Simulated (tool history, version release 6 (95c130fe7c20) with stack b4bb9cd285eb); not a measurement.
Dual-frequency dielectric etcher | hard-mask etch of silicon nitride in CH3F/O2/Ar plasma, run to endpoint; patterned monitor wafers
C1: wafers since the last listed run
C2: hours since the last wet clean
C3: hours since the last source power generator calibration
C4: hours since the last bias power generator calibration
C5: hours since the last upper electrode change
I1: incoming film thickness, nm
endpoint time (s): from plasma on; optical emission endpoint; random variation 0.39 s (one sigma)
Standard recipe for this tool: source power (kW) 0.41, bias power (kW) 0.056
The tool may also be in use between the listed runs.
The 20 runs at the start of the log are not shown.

Run 21, hour 1483.7: usual settings but source power (kW) 0.36, bias power (kW) 0.068; C1 838; C2 369.2; C3 1061; C4 2571.4; C5 744.6; I1 37.28. Result: endpoint time (s) 57.8.
At hour 1512.6: bias power generator calibrated.
Run 22, hour 1576.5: usual settings; C1 695; C2 462; C3 1153.8; C4 63.9; C5 837.4; I1 37.8. Result: endpoint time (s) 58.8.
Run 23, hour 1683.8: usual settings; C1 840; C2 569.3; C3 1261.1; C4 171.2; C5 944.7; I1 37.04. Result: endpoint time (s) 57.
Run 24, hour 1734.6: usual settings but source power (kW) 0.35, bias power (kW) 0.064; C1 398; C2 620.1; C3 1311.9; C4 222; C5 995.5; I1 37.2. Result: endpoint time (s) 58.6.
Run 25, hour 1830.5: usual settings but source power (kW) 0.33, bias power (kW) 0.045; C1 751; C2 716; C3 1407.8; C4 317.9; C5 1091.4; I1 37.73. Result: endpoint time (s) 68.3.
At hour 1876.8: wet clean of the chamber.
Run 26, hour 1950.7: usual settings; C1 753; C2 73.9; C3 1528; C4 438.1; C5 1211.6; I1 36.82. Result: endpoint time (s) 58.
Run 27, hour 2058.6: usual settings but source power (kW) 0.37, bias power (kW) 0.066; C1 845; C2 181.8; C3 1635.9; C4 546; C5 1319.5; I1 37.15. Result: endpoint time (s) 57.5.
Run 28, hour 2099.8: usual settings but source power (kW) 0.36, bias power (kW) 0.067; C1 322; C2 223; C3 1677.1; C4 587.2; C5 1360.7; I1 37.36. Result: endpoint time (s) 58.4.
Run 29, hour 2149.5: usual settings; C1 389; C2 272.7; C3 1726.8; C4 636.9; C5 1410.4; I1 37.35. Result: endpoint time (s) 58.7.
Run 30, hour 2224.1: usual settings but source power (kW) 0.32, bias power (kW) 0.05; C1 584; C2 347.3; C3 1801.4; C4 711.5; C5 1485; I1 37.57. Result: endpoint time (s) 67.3.
Run 31, hour 2289.4: usual settings but source power (kW) 0.47, bias power (kW) 0.069; C1 511; C2 412.6; C3 1866.7; C4 776.8; C5 1550.3; I1 37.57. Result: endpoint time (s) 51.
Run 32, hour 2375.4: usual settings; C1 674; C2 498.6; C3 1952.7; C4 862.8; C5 1636.3; I1 37.19. Result: endpoint time (s) 57.4.
Run 33, hour 2426.5: usual settings but bias power (kW) 0.049; C1 400; C2 549.7; C3 2003.8; C4 913.9; C5 1687.4; I1 37.23. Result: endpoint time (s) 59.6.
Run 34, hour 2476.9: usual settings but source power (kW) 0.38, bias power (kW) 0.067; C1 395; C2 600.1; C3 2054.2; C4 964.3; C5 1737.8; I1 36.91. Result: endpoint time (s) 54.5.
Run 35, hour 2528: usual settings but bias power (kW) 0.065; C1 400; C2 651.2; C3 2105.3; C4 1015.4; C5 1788.9; I1 37.16. Result: endpoint time (s) 54.2.
At hour 2553: wet clean of the chamber.
Run 36, hour 2585.7: usual settings; C1 264; C2 32.7; C3 2163; C4 1073.1; C5 1846.6; I1 36.79. Result: endpoint time (s) 57.9.

Below are 3 alternative next runs, each starting from the tool's condition after run 36. Predict each:
Run A, hour 2586.1: usual settings; C1 3; C2 33.1; C3 2163.4; C4 1073.5; C5 1847; I1 37.02. Result: endpoint time (s) ?.
Run B, hour 2586.1: usual settings but source power (kW) 0.36, bias power (kW) 0.049; C1 3; C2 33.1; C3 2163.4; C4 1073.5; C5 1847; I1 37.02. Result: endpoint time (s) ?.
Run C, hour 2586.1: usual settings but source power (kW) 0.32, bias power (kW) 0.043; C1 3; C2 33.1; C3 2163.4; C4 1073.5; C5 1847; I1 37.02. Result: endpoint time (s) ?.

run  endpoint time (s)
  A                 59
  B               65.2
  C               71.5
With the hidden condition removed and each run's random variation left untouched, the same runs would have given:
run  endpoint time (s)
  A                 59
  B               65.2
  C               71.6
